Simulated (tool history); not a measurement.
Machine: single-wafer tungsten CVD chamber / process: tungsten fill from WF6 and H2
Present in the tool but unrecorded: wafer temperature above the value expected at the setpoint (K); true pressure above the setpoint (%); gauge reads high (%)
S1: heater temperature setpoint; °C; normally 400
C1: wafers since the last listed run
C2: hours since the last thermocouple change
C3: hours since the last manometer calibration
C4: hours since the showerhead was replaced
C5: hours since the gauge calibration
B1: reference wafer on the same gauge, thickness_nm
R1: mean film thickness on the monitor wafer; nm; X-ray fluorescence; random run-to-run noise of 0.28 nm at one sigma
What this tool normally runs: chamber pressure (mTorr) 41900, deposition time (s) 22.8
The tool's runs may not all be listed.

Run 1, hour 0.0: usual settings; C1 0; C2 1304.6; C3 2292.5; C4 5105.5; C5 173.7; B1 63.487. Result: R1 71.564 nm.
Run 2, hour 38.1: usual settings; C1 678; C2 1342.7; C3 2330.6; C4 5143.6; C5 211.8; B1 63.493. Result: R1 71.587 nm.
Run 3, hour 69.8: usual settings; C1 564; C2 1374.4; C3 2362.3; C4 5175.3; C5 243.5; B1 63.439. Result: R1 71.814 nm.
Run 4, hour 135.2: usual settings; C1 1163; C2 1439.8; C3 2427.7; C4 5240.7; C5 308.9; B1 63.481. Result: R1 71.155 nm.
Run 5, hour 169.5: usual settings; C1 610; C2 1474.1; C3 2462.0; C4 5275.0; C5 343.2; B1 63.557. Result: R1 71.225 nm.
Run 6, hour 216.4: usual settings but deposition time (s) 25.1; C1 834; C2 1521.0; C3 2508.9; C4 5321.9; C5 390.1; B1 63.534. Result: R1 78.129 nm.
Run 7, hour 255.3: usual settings but chamber pressure (mTorr) 37600; C1 692; C2 1559.9; C3 2547.8; C4 5360.8; C5 429.0; B1 63.505. Result: R1 67.937 nm.
At hour 305.1: thermocouple changed; heater temperature recalibrated.
Run 8, hour 326.1: usual settings but chamber pressure (mTorr) 37600; C1 1117; C2 21.0; C3 2618.6; C4 5431.6; C5 499.8; B1 63.518. Result: R1 63.363 nm.
At hour 341.4: gauge calibrated.
Run 9, hour 388.6: usual settings; C1 1112; C2 83.5; C3 2681.1; C4 5494.1; C5 47.2; B1 63.515. Result: R1 66.149 nm.
At hour 421.5: showerhead replaced.
Run 10, hour 454.5: usual settings but chamber pressure (mTorr) 31500; C1 1030; C2 149.4; C3 2747.0; C4 33.0; C5 113.1; B1 63.541. Result: R1 60.385 nm.
At hour 475.9: thermocouple changed; heater temperature recalibrated, repeated, since the last time left the tool worse.
Run 11, hour 504.9: usual settings but S1 389 °C, chamber pressure (mTorr) 45400; C1 754; C2 29.0; C3 2797.4; C4 83.4; C5 163.5; B1 63.487. Result: R1 64.775 nm.
Run 12, hour 568.6: usual settings; C1 1133; C2 92.7; C3 2861.1; C4 147.1; C5 227.2; B1 63.508. Result: R1 75.320 nm.
At hour 610.9: capacitance manometer re-zeroed and calibrated.
Run 13, hour 625.6: usual settings but S1 392 °C; C1 872; C2 149.7; C3 14.7; C4 204.1; C5 284.2; B1 63.515. Result: R1 66.008 nm.
Run 14, hour 677.3: usual settings but chamber pressure (mTorr) 37300, deposition time (s) 19.5; C1 920; C2 201.4; C3 66.4; C4 255.8; C5 335.9; B1 63.461. Result: R1 61.550 nm.
Run 15, hour 701.8: usual settings; C1 436; C2 225.9; C3 90.9; C4 280.3; C5 360.4; B1 63.504. Result: R1 75.469 nm.
Run 16, hour 751.2: usual settings but S1 413 °C, chamber pressure (mTorr) 36500, deposition time (s) 21.3; C1 879; C2 275.3; C3 140.3; C4 329.7; C5 409.8; B1 63.552. Result: R1 81.712 nm.
Run 17, hour 806.7: usual settings but deposition time (s) 18.4; C1 987; C2 330.8; C3 195.8; C4 385.2; C5 465.3; B1 63.445. Result: R1 60.600 nm.
Run 18, hour 834.1: usual settings but chamber pressure (mTorr) 37600; C1 487; C2 358.2; C3 223.2; C4 412.6; C5 492.7; B1 63.530. Result: R1 72.187 nm.
At hour 889.5: gauge calibrated.
Run 19, hour 891.7: usual settings but chamber pressure (mTorr) 37600; C1 1025; C2 415.8; C3 280.8; C4 470.2; C5 2.2; B1 63.543. Result: R1 73.025 nm.

Branching from run 19: 5 alternative next runs. What would each branch give?
Run A, hour 892.1: usual settings but chamber pressure (mTorr) 33100; C1 7; C2 416.2; C3 281.2; C4 470.6; C5 2.6; B1 ?. Result: R1 ?.
Run B, hour 892.1: usual settings but S1 414 °C, chamber pressure (mTorr) 50700, deposition time (s) 20.0; C1 7; C2 416.2; C3 281.2; C4 470.6; C5 2.6; B1 ?. Result: R1 ?.
Run C, hour 892.1: usual settings but S1 393 °C; C1 7; C2 416.2; C3 281.2; C4 470.6; C5 2.6; B1 ?. Result: R1 ?.
Run D, hour 892.1: usual settings but chamber pressure (mTorr) 48000; C1 7; C2 416.2; C3 281.2; C4 470.6; C5 2.6; B1 ?. Result: R1 ?.
Run E, hour 892.1: usual settings but S1 412 °C, deposition time (s) 26.9; C1 7; C2 416.2; C3 281.2; C4 470.6; C5 2.6; B1 ?. Result: R1 ?.

run      B1       R1
  A  63.540   69.273
  B  63.540   87.055
  C  63.540   66.863
  D  63.540   78.658
  E  63.540  106.566
Take away the tool's hidden state, keep each run's random variation, and the runs would have read:
run       R1
  A   69.105
  B   86.864
  C   66.693
  D   78.468
  E  106.331

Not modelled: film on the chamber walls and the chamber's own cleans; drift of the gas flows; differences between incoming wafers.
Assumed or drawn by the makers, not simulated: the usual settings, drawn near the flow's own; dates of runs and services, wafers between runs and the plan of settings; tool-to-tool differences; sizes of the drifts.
